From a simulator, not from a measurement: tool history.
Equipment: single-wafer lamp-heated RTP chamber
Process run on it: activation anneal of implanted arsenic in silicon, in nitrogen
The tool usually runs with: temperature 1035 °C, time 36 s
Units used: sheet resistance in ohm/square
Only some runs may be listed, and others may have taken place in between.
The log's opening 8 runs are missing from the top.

| run | hour | temperature | time | wafers since the last listed run | wafers since the last pyrometer calibration | wafers since the reflector plate was cleaned | hours since the gauge calibration | read-back reference wafer on the same gauge, sheet resistance | sheet resistance |
|---|---|---|---|---|---|---|---|---|---|
| 9 | 109.6 | 1035 | 36 | 131 | 1243 | 5592 | 182.7 | 287.42 | 238.16 |
| 10 | 119.9 | 1045 | 36 | 147 | 1391 | 5739 | 193.0 | 286.74 | 234.89 |
| 11 | 136.5 | 1059 | 36 | 237 | 1629 | 5977 | 209.6 | 287.37 | 229.93 |
| 12 | 143.2 | 1035 | 20 | 95 | 1725 | 6073 | 216.3 | 287.01 | 247.14 |
|  | 172.3 | reflector plate cleaned |
| 13 | 188.2 | 1035 | 20 | 530 | 2255 | 227 | 261.3 | 286.98 | 248.87 |
|  | 204.9 | pyrometer window cleaned and pyrometer calibrated |
| 14 | 205.4 | 1035 | 20 | 131 | 7 | 359 | 278.5 | 286.70 | 251.24 |
| 15 | 216.3 | 1035 | 36 | 156 | 163 | 515 | 289.4 | 286.95 | 242.72 |
| 16 | 230.0 | 1035 | 36 | 196 | 359 | 711 | 303.1 | 286.92 | 242.65 |
| 17 | 245.3 | 1035 | 36 | 219 | 578 | 930 | 318.4 | 286.91 | 241.45 |
| 18 | 255.4 | 1020 | 26 | 144 | 723 | 1075 | 328.5 | 287.06 | 251.05 |
| 19 | 263.1 | 1050 | 56 | 110 | 833 | 1185 | 336.2 | 286.93 | 230.15 |
| 20 | 274.9 | 1014 | 28 | 169 | 1002 | 1354 | 348.0 | 286.83 | 252.05 |
| 21 | 283.2 | 1021 | 28 | 118 | 1121 | 1473 | 356.3 | 287.05 | 249.22 |
| 22 | 293.9 | 1012 | 30 | 153 | 1275 | 1627 | 367.0 | 286.95 | 249.59 |
|  | 298.1 | gauge calibrated |
| 23 | 307.6 | 1011 | 21 | 196 | 1471 | 1823 | 9.5 | 287.23 | 253.95 |
| 24 | 318.9 | 1061 | 29 | 161 | 1633 | 1985 | 20.8 | 287.16 | 234.44 |
| 25 | 327.9 | 1035 | 22 | 128 | 1762 | 2114 | 29.8 | 287.12 | 246.19 |
| 26 | 335.4 | 1015 | 22 | 107 | 1869 | 2221 | 37.3 | 286.87 | 252.21 |
| 27 | 346.8 | 1022 | 20 | 163 | 2033 | 2384 | 48.7 | 286.99 | 251.28 |
| 28 | 355.1 | 1057 | 27 | 118 | 2151 | 2503 | 57.0 | 286.92 | 235.99 |
| 29 | 365.8 | 1014 | 27 | 153 | 2305 | 2657 | 67.7 | 286.87 | 249.71 |
| 30 | 375.4 | 1035 | 36 | 137 | 2442 | 2794 | 77.3 | 286.70 | 238.83 |

Consider 3 possible next runs. They are alternatives, not a sequence: every one starts from the tool as it was left by run 30. What does each give?
| A | 375.8 | 1035 | 36 | 5 | 2448 | 2800 | 77.7 | ? | ? |
| B | 375.8 | 1035 | 15 | 5 | 2448 | 2800 | 77.7 | ? | ? |
| C | 375.8 | 1035 | 47 | 5 | 2448 | 2800 | 77.7 | ? | ? |

| run | read-back reference wafer on the same gauge, sheet resistance | sheet resistance |
|---|---|---|
| A | 287.23 | 238.02 |
| B | 287.23 | 250.14 |
| C | 287.23 | 234.10 |
With no hidden state in the tool, these same runs would have given:
| run | sheet resistance |
|---|---|
| A | 243.58 |
| B | 254.47 |
| C | 239.83 |

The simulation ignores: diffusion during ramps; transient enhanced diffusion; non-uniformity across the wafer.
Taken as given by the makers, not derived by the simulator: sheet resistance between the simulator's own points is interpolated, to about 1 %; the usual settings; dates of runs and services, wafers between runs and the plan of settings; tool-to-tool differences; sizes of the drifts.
